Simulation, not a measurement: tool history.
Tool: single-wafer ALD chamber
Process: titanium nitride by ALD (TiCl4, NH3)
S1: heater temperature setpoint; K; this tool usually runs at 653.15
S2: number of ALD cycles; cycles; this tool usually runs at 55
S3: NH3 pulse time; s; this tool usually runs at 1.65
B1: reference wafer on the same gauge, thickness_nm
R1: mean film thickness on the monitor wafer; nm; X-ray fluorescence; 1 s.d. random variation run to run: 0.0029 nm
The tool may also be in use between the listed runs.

run	hour	S1	S2	S3	B1	R1
1	0	653.15	55	1.65	1.369	1.167
2	86.7	653.15	55	1.65	1.37	1.163
3	114.1	664.15	55	1.65	1.37	1.178
4	149.1	664.15	55	1.65	1.369	1.179
5	161.8	664.15	55	1.65	1.37	1.176
6	195.2	653.15	55	1.65	1.37	1.165
7	223.1	653.15	55	1.65	1.37	1.162
8	237.7	653.15	55	1.65	1.37	1.161
# hour 250.6: gauge calibrated
# hour 285: thermocouple changed; heater temperature recalibrated
9	292	653.15	55	1.32	1.371	1.155
10	305.4	653.15	55	1.32	1.37	1.15
11	321.9	653.15	55	1.32	1.369	1.153
12	334.8	653.15	55	1.65	1.371	1.166
13	354	653.15	55	1.65	1.369	1.167
14	387.2	653.15	55	1.65	1.369	1.159
15	422.3	662.15	55	1.65	1.37	1.178
16	440.3	645.15	55	2.1	1.369	1.16
17	461.4	638.15	59	1.42	1.37	1.21
18	494.5	642.15	55	2.29	1.37	1.161
19	515.1	659.15	45	1.21	1.37	0.948
20	530.2	640.15	55	1.93	1.371	1.151
# hour 541.1: showerhead replaced
21	544.3	653.15	55	1.65	1.37	1.17
22	574.4	653.15	55	1.65	1.37	1.167
23	601.4	653.15	55	1.65	1.37	1.163
24	633.6	666.15	63	1.21	1.371	1.338
25	654.5	658.15	60	1.21	1.37	1.26
26	672.1	653.15	55	1.65	1.372	1.167
27	701.7	653.15	55	1.65	1.371	1.164
28	733.5	666.15	49	2.05	1.371	1.055
29	751.3	642.15	55	1.65	1.371	1.147
30	765.2	664.15	47	1.13	1.37	0.99
31	791	663.15	48	1.12	1.369	1.012

Alternative continuations, all from the tool just after run 31; predict every row:
A	791.5	653.15	55	1.65	?	?
B	791.5	666.15	45	1.65	?	?
C	791.5	644.15	66	1.34	?	?
D	791.5	653.15	51	1.46	?	?
E	791.5	663.15	49	1.07	?	?

run	B1	R1
A	1.37	1.16
B	1.37	0.962
C	1.37	1.363
D	1.37	1.071
E	1.37	1.028
Take away the tool's hidden state, keep each run's random variation, and the runs would have read:
run	R1
A	1.16
B	0.962
C	1.363
D	1.071
E	1.028

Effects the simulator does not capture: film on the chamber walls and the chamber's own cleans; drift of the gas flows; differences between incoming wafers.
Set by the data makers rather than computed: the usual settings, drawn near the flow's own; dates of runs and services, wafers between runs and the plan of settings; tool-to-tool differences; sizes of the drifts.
